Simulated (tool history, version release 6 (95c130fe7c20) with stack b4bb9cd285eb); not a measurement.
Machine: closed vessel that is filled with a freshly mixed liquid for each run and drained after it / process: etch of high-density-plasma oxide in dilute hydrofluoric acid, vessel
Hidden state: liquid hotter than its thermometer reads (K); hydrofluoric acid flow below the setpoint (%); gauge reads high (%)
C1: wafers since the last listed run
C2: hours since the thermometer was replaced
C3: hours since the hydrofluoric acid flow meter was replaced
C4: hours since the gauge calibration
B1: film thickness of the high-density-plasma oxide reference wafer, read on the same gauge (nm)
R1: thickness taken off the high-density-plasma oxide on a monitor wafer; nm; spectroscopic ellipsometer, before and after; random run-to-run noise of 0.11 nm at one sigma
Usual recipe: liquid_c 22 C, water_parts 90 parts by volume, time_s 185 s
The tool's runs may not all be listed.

{"run": 1, "hour": 0.0, "liquid_c": 22, "water_parts": 90, "time_s": 255, "C1": 0, "C2": 2102.7, "C3": 946.3, "C4": 41.3, "B1": 109.98, "R1": 14.44}
{"run": 2, "hour": 25.0, "liquid_c": 22, "water_parts": 100, "time_s": 255, "C1": 2605, "C2": 2127.7, "C3": 971.3, "C4": 66.3, "B1": 110.02, "R1": 12.91}
{"run": 3, "hour": 42.8, "liquid_c": 22, "water_parts": 100, "time_s": 255, "C1": 1854, "C2": 2145.5, "C3": 989.1, "C4": 84.1, "B1": 110, "R1": 12.68}
{"run": 4, "hour": 76.6, "liquid_c": 22, "water_parts": 100, "time_s": 255, "C1": 3522, "C2": 2179.3, "C3": 1022.9, "C4": 117.9, "B1": 109.99, "R1": 12.71}
{"run": 5, "hour": 116.6, "liquid_c": 20, "water_parts": 105, "time_s": 185, "C1": 4168, "C2": 2219.3, "C3": 1062.9, "C4": 157.9, "B1": 109.97, "R1": 8.07}
{"run": 6, "hour": 147.0, "liquid_c": 20, "water_parts": 105, "time_s": 185, "C1": 3167, "C2": 2249.7, "C3": 1093.3, "C4": 188.3, "B1": 110.05, "R1": 7.97}
{"run": 7, "hour": 170.8, "liquid_c": 20, "water_parts": 105, "time_s": 185, "C1": 2480, "C2": 2273.5, "C3": 1117.1, "C4": 212.1, "B1": 110.01, "R1": 7.86}
{"run": 8, "hour": 184.4, "liquid_c": 24, "water_parts": 70, "time_s": 240, "C1": 1417, "C2": 2287.1, "C3": 1130.7, "C4": 225.7, "B1": 109.99, "R1": 19.06}
{"hour": 195.3, "done": "thermometer replaced"}
{"run": 9, "hour": 198.4, "liquid_c": 19.5, "water_parts": 90, "time_s": 185, "C1": 1354, "C2": 3.1, "C3": 1144.7, "C4": 239.7, "B1": 109.99, "R1": 9.25}
{"hour": 204.3, "done": "gauge calibrated"}
{"run": 10, "hour": 224.7, "liquid_c": 22, "water_parts": 90, "time_s": 185, "C1": 2740, "C2": 29.4, "C3": 1171, "C4": 20.4, "B1": 109.98, "R1": 10.29}
{"run": 11, "hour": 242.1, "liquid_c": 24, "water_parts": 75, "time_s": 185, "C1": 1813, "C2": 46.8, "C3": 1188.4, "C4": 37.8, "B1": 110, "R1": 13.67}
{"hour": 247.5, "done": "hydrofluoric acid flow meter replaced"}
{"run": 12, "hour": 268.9, "liquid_c": 24, "water_parts": 90, "time_s": 185, "C1": 2688, "C2": 73.6, "C3": 21.4, "C4": 64.6, "B1": 110.01, "R1": 12.52}
{"run": 13, "hour": 374.3, "liquid_c": 19, "water_parts": 90, "time_s": 185, "C1": 10983, "C2": 179, "C3": 126.8, "C4": 170, "B1": 110.01, "R1": 9.9}

Run 14 has not been measured yet. What should we expect?
{"run": 14, "hour": 398.5, "liquid_c": 22, "water_parts": 60, "time_s": 185, "C1": 2521, "C2": 203.2, "C3": 151, "C4": 194.2, "B1": "?", "R1": "?"}

{"run 14": {"B1": 109.99, "R1": 17.38}}
The same run, on a tool lacking any hidden state, would have yielded R1 18.07 nm.
